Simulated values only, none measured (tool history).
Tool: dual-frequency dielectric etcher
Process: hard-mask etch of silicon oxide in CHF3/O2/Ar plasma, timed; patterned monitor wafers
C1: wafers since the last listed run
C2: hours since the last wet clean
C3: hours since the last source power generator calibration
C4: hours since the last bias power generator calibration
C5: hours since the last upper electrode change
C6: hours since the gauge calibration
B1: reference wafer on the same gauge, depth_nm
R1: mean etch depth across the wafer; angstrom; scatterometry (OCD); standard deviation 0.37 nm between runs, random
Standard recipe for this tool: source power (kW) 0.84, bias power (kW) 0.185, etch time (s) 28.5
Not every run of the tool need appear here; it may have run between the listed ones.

{"run": 1, "day": 0.0, "source power (kW)": 0.84, "bias power (kW)": 0.185, "etch time (s)": 28.5, "C1": 0, "C2": 188.5, "C3": 2781.7, "C4": 479.7, "C5": 4184.6, "C6": 3195.4, "B1": 76.3, "R1": 681}
{"day": 1.104, "done": "gauge calibrated"}
{"run": 2, "day": 2.438, "source power (kW)": 0.84, "bias power (kW)": 0.185, "etch time (s)": 28.5, "C1": 724, "C2": 247, "C3": 2840.2, "C4": 538.2, "C5": 4243.1, "C6": 32, "B1": 76.2, "R1": 695}
{"day": 5.083, "done": "upper electrode replaced"}
{"run": 3, "day": 5.208, "source power (kW)": 0.84, "bias power (kW)": 0.185, "etch time (s)": 28.5, "C1": 526, "C2": 313.5, "C3": 2906.7, "C4": 604.7, "C5": 3, "C6": 98.5, "B1": 76.3, "R1": 688}
{"run": 4, "day": 6.467, "source power (kW)": 0.84, "bias power (kW)": 0.185, "etch time (s)": 28.5, "C1": 374, "C2": 343.7, "C3": 2936.9, "C4": 634.9, "C5": 33.2, "C6": 128.7, "B1": 76.4, "R1": 698}
{"run": 5, "day": 7.933, "source power (kW)": 0.84, "bias power (kW)": 0.185, "etch time (s)": 28.5, "C1": 435, "C2": 378.9, "C3": 2972.1, "C4": 670.1, "C5": 68.4, "C6": 163.9, "B1": 76.2, "R1": 695}
{"run": 6, "day": 10.538, "source power (kW)": 0.84, "bias power (kW)": 0.185, "etch time (s)": 28.5, "C1": 774, "C2": 441.4, "C3": 3034.6, "C4": 732.6, "C5": 130.9, "C6": 226.4, "B1": 76.4, "R1": 701}
{"day": 15.696, "done": "wet clean of the chamber"}
{"day": 18.562, "done": "source power generator calibrated"}
{"run": 7, "day": 18.771, "source power (kW)": 0.84, "bias power (kW)": 0.185, "etch time (s)": 28.5, "C1": 2100, "C2": 73.8, "C3": 5, "C4": 930.2, "C5": 328.5, "C6": 424, "B1": 76.3, "R1": 675}
{"run": 8, "day": 21.612, "source power (kW)": 0.84, "bias power (kW)": 0.185, "etch time (s)": 28.5, "C1": 844, "C2": 142, "C3": 73.2, "C4": 998.4, "C5": 396.7, "C6": 492.2, "B1": 76.4, "R1": 683}
{"run": 9, "day": 22.888, "source power (kW)": 0.64, "bias power (kW)": 0.149, "etch time (s)": 33.5, "C1": 378, "C2": 172.6, "C3": 103.8, "C4": 1029, "C5": 427.3, "C6": 522.8, "B1": 76.4, "R1": 682}
{"run": 10, "day": 29.879, "source power (kW)": 0.84, "bias power (kW)": 0.185, "etch time (s)": 28.5, "C1": 2078, "C2": 340.4, "C3": 271.6, "C4": 1196.8, "C5": 595.1, "C6": 690.6, "B1": 76.2, "R1": 692}
{"run": 11, "day": 32.862, "source power (kW)": 0.97, "bias power (kW)": 0.231, "etch time (s)": 31.5, "C1": 886, "C2": 412, "C3": 343.2, "C4": 1268.4, "C5": 666.7, "C6": 762.2, "B1": 76.3, "R1": 882}
{"run": 12, "day": 34.817, "source power (kW)": 0.78, "bias power (kW)": 0.185, "etch time (s)": 24, "C1": 580, "C2": 458.9, "C3": 390.1, "C4": 1315.3, "C5": 713.6, "C6": 809.1, "B1": 76.3, "R1": 581}
{"run": 13, "day": 35.875, "source power (kW)": 0.97, "bias power (kW)": 0.154, "etch time (s)": 28.5, "C1": 314, "C2": 484.3, "C3": 415.5, "C4": 1340.7, "C5": 739, "C6": 834.5, "B1": 76.4, "R1": 668}
{"day": 37.783, "done": "wet clean of the chamber"}
{"run": 14, "day": 37.804, "source power (kW)": 0.66, "bias power (kW)": 0.185, "etch time (s)": 35, "C1": 276, "C2": 0.5, "C3": 461.8, "C4": 1387, "C5": 785.3, "C6": 880.8, "B1": 76.4, "R1": 784}
{"run": 15, "day": 39.496, "source power (kW)": 0.84, "bias power (kW)": 0.185, "etch time (s)": 36, "C1": 502, "C2": 41.1, "C3": 502.4, "C4": 1427.6, "C5": 825.9, "C6": 921.4, "B1": 76.3, "R1": 864}
{"run": 16, "day": 40.988, "source power (kW)": 0.75, "bias power (kW)": 0.145, "etch time (s)": 28.5, "C1": 443, "C2": 76.9, "C3": 538.2, "C4": 1463.4, "C5": 861.7, "C6": 957.2, "B1": 76.3, "R1": 590}
{"run": 17, "day": 42.367, "source power (kW)": 0.97, "bias power (kW)": 0.185, "etch time (s)": 23.5, "C1": 409, "C2": 110, "C3": 571.3, "C4": 1496.5, "C5": 894.8, "C6": 990.3, "B1": 76.4, "R1": 581}
{"run": 18, "day": 46.942, "source power (kW)": 0.72, "bias power (kW)": 0.209, "etch time (s)": 28.5, "C1": 1359, "C2": 219.8, "C3": 681.1, "C4": 1606.3, "C5": 1004.6, "C6": 1100.1, "B1": 76.4, "R1": 699}
{"run": 19, "day": 48.562, "source power (kW)": 0.92, "bias power (kW)": 0.151, "etch time (s)": 22, "C1": 481, "C2": 258.7, "C3": 720, "C4": 1645.2, "C5": 1043.5, "C6": 1139, "B1": 76.4, "R1": 498}
{"run": 20, "day": 49.85, "source power (kW)": 0.84, "bias power (kW)": 0.228, "etch time (s)": 31, "C1": 382, "C2": 289.6, "C3": 750.9, "C4": 1676.1, "C5": 1074.4, "C6": 1169.9, "B1": 76.3, "R1": 827}
{"run": 21, "day": 50.933, "source power (kW)": 0.84, "bias power (kW)": 0.185, "etch time (s)": 28.5, "C1": 321, "C2": 315.6, "C3": 776.9, "C4": 1702.1, "C5": 1100.4, "C6": 1195.9, "B1": 76.3, "R1": 691}
{"day": 54.75, "done": "bias power generator calibrated"}
{"run": 22, "day": 57.708, "source power (kW)": 0.9, "bias power (kW)": 0.185, "etch time (s)": 36, "C1": 1964, "C2": 478.2, "C3": 939.5, "C4": 71, "C5": 1263, "C6": 1358.5, "B1": 76.4, "R1": 893}
{"run": 23, "day": 59.325, "source power (kW)": 0.84, "bias power (kW)": 0.185, "etch time (s)": 22, "C1": 480, "C2": 517, "C3": 978.3, "C4": 109.8, "C5": 1301.8, "C6": 1397.3, "B1": 76.3, "R1": 539}
{"run": 24, "day": 61.575, "source power (kW)": 0.84, "bias power (kW)": 0.185, "etch time (s)": 28.5, "C1": 668, "C2": 571, "C3": 1032.3, "C4": 163.8, "C5": 1355.8, "C6": 1451.3, "B1": 76.2, "R1": 708}
{"run": 25, "day": 63.033, "source power (kW)": 1.02, "bias power (kW)": 0.185, "etch time (s)": 21.5, "C1": 433, "C2": 606, "C3": 1067.3, "C4": 198.8, "C5": 1390.8, "C6": 1486.3, "B1": 76.3, "R1": 562}
{"day": 64.583, "done": "wet clean of the chamber"}
{"run": 26, "day": 65.246, "source power (kW)": 0.84, "bias power (kW)": 0.185, "etch time (s)": 28.5, "C1": 360, "C2": 15.9, "C3": 1120.4, "C4": 251.9, "C5": 1443.9, "C6": 1539.4, "B1": 76.3, "R1": 677}
{"run": 27, "day": 71.121, "source power (kW)": 0.98, "bias power (kW)": 0.185, "etch time (s)": 22, "C1": 1746, "C2": 156.9, "C3": 1261.4, "C4": 392.9, "C5": 1584.9, "C6": 1680.4, "B1": 76.3, "R1": 557}
{"run": 28, "day": 72.992, "source power (kW)": 0.84, "bias power (kW)": 0.16, "etch time (s)": 28.5, "C1": 556, "C2": 201.8, "C3": 1306.3, "C4": 437.8, "C5": 1629.8, "C6": 1725.3, "B1": 76.4, "R1": 649}
{"run": 29, "day": 75.708, "source power (kW)": 0.9, "bias power (kW)": 0.142, "etch time (s)": 32.5, "C1": 807, "C2": 267, "C3": 1371.5, "C4": 503, "C5": 1695, "C6": 1790.5, "B1": 76.3, "R1": 713}
{"run": 30, "day": 76.912, "source power (kW)": 0.84, "bias power (kW)": 0.185, "etch time (s)": 24, "C1": 357, "C2": 295.9, "C3": 1400.4, "C4": 531.9, "C5": 1723.9, "C6": 1819.4, "B1": 76.3, "R1": 589}
{"run": 31, "day": 79.312, "source power (kW)": 0.84, "bias power (kW)": 0.185, "etch time (s)": 28.5, "C1": 713, "C2": 353.5, "C3": 1458, "C4": 589.5, "C5": 1781.5, "C6": 1877, "B1": 76.1, "R1": 700}

Branching from run 31: 3 alternative next runs. What would each branch give?
{"run": "A", "day": 79.329, "source power (kW)": 0.84, "bias power (kW)": 0.185, "etch time (s)": 33.5, "C1": 4, "C2": 353.9, "C3": 1458.4, "C4": 589.9, "C5": 1781.9, "C6": 1877.4, "B1": "?", "R1": "?"}
{"run": "B", "day": 79.329, "source power (kW)": 1.03, "bias power (kW)": 0.17, "etch time (s)": 35, "C1": 4, "C2": 353.9, "C3": 1458.4, "C4": 589.9, "C5": 1781.9, "C6": 1877.4, "B1": "?", "R1": "?"}
{"run": "C", "day": 79.329, "source power (kW)": 0.68, "bias power (kW)": 0.228, "etch time (s)": 28.5, "C1": 4, "C2": 353.9, "C3": 1458.4, "C4": 589.9, "C5": 1781.9, "C6": 1877.4, "B1": "?", "R1": "?"}

run=A B1=76.3 R1=823
run=B B1=76.3 R1=873
run=C B1=76.3 R1=732
With the hidden condition removed and each run's random variation left untouched, the same runs would have given:
run=A R1=795
run=B R1=843
run=C R1=707
